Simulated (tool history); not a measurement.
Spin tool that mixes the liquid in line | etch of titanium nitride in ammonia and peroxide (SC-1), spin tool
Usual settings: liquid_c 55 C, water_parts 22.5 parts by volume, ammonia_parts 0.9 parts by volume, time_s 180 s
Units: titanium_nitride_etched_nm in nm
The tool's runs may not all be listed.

| run | hour | liquid_c | water_parts | ammonia_parts | time_s | wafers since the last listed run | hours since the thermometer was replaced | hours since the ammonia flow meter was replaced | hours since the heated supply line was repaired | hours since the drum of ammonia solution was connected | hours since the gauge calibration | read-back film thickness of the titanium nitride reference wafer, read on the same gauge (nm) | titanium_nitride_etched_nm |
|---|---|---|---|---|---|---|---|---|---|---|---|---|---|
| 1 | 0 | 55 | 22.5 | 0.9 | 180 | 0 | 1012.6 | 354.8 | 268.8 | 416.5 | 424 | 149.99 | 9.83 |
| 2 | 63.5 | 55 | 22.5 | 0.9 | 180 | 518 | 1076.1 | 418.3 | 332.3 | 480 | 487.5 | 150.01 | 10.04 |
| 3 | 114.3 | 55 | 22.5 | 0.9 | 180 | 415 | 1126.9 | 469.1 | 383.1 | 530.8 | 538.3 | 150 | 9.81 |
| 4 | 167.1 | 55 | 22.5 | 0.9 | 260 | 431 | 1179.7 | 521.9 | 435.9 | 583.6 | 591.1 | 149.97 | 14.38 |
| 5 | 207.3 | 55 | 22.5 | 0.9 | 260 | 328 | 1219.9 | 562.1 | 476.1 | 623.8 | 631.3 | 150.02 | 14.56 |
| 6 | 241.8 | 55 | 22.5 | 0.9 | 180 | 281 | 1254.4 | 596.6 | 510.6 | 658.3 | 665.8 | 150.04 | 9.94 |
| 7 | 275.7 | 55 | 22.5 | 0.9 | 180 | 277 | 1288.3 | 630.5 | 544.5 | 692.2 | 699.7 | 150.03 | 10.01 |
|  | 300.7 | thermometer replaced |
| 8 | 340.6 | 55 | 22.5 | 0.9 | 180 | 522 | 39.9 | 695.4 | 609.4 | 757.1 | 764.6 | 150.05 | 9.42 |
|  | 367.9 | gauge calibrated |
|  | 411.8 | heated supply line repaired |
|  | 414.6 | new drum of ammonia solution connected |
| 9 | 502.6 | 61.5 | 30.5 | 1.05 | 130 | 1307 | 201.9 | 857.4 | 90.8 | 88 | 134.7 | 150.02 | 8.99 |
|  | 518.3 | ammonia flow meter replaced |
| 10 | 526.7 | 55 | 15 | 1.2 | 220 | 188 | 226 | 8.4 | 114.9 | 112.1 | 158.8 | 150.02 | 15.2 |
| 11 | 554.9 | 55 | 22.5 | 1.15 | 180 | 230 | 254.2 | 36.6 | 143.1 | 140.3 | 187 | 150 | 9.74 |
| 12 | 599 | 50.5 | 17.5 | 0.6 | 90 | 360 | 298.3 | 80.7 | 187.2 | 184.4 | 231.1 | 149.98 | 3.69 |
| 13 | 653 | 58.5 | 22.5 | 0.55 | 180 | 441 | 352.3 | 134.7 | 241.2 | 238.4 | 285.1 | 149.94 | 10.95 |
| 14 | 677.7 | 55 | 22.5 | 0.9 | 180 | 201 | 377 | 159.4 | 265.9 | 263.1 | 309.8 | 149.98 | 9.31 |
| 15 | 714 | 58.5 | 22.5 | 0.55 | 180 | 296 | 413.3 | 195.7 | 302.2 | 299.4 | 346.1 | 150 | 10.74 |
| 16 | 760.3 | 50.5 | 17.5 | 0.6 | 90 | 378 | 459.6 | 242 | 348.5 | 345.7 | 392.4 | 150 | 3.72 |

5 ways to go on from here, each from the tool as it stands after run 16. What would each give?
| A | 760.8 | 55 | 22.5 | 0.9 | 95 | 4 | 460.1 | 242.5 | 349 | 346.2 | 392.9 | ? | ? |
| B | 760.8 | 50.5 | 27 | 0.9 | 115 | 4 | 460.1 | 242.5 | 349 | 346.2 | 392.9 | ? | ? |
| C | 760.8 | 55 | 22.5 | 0.65 | 120 | 4 | 460.1 | 242.5 | 349 | 346.2 | 392.9 | ? | ? |
| D | 760.8 | 61.5 | 22.5 | 1.2 | 150 | 4 | 460.1 | 242.5 | 349 | 346.2 | 392.9 | ? | ? |
| E | 760.8 | 57.5 | 22.5 | 0.9 | 180 | 4 | 460.1 | 242.5 | 349 | 346.2 | 392.9 | ? | ? |

| run | read-back film thickness of the titanium nitride reference wafer, read on the same gauge (nm) | titanium_nitride_etched_nm |
|---|---|---|
| A | 149.98 | 4.93 |
| B | 149.98 | 3.97 |
| C | 149.98 | 5.87 |
| D | 149.98 | 12.57 |
| E | 149.98 | 11.04 |
Without the tool's hidden state the same runs would have given:
| run | titanium_nitride_etched_nm |
|---|---|
| A | 4.73 |
| B | 3.8 |
| C | 5.64 |
| D | 12.09 |
| E | 10.61 |
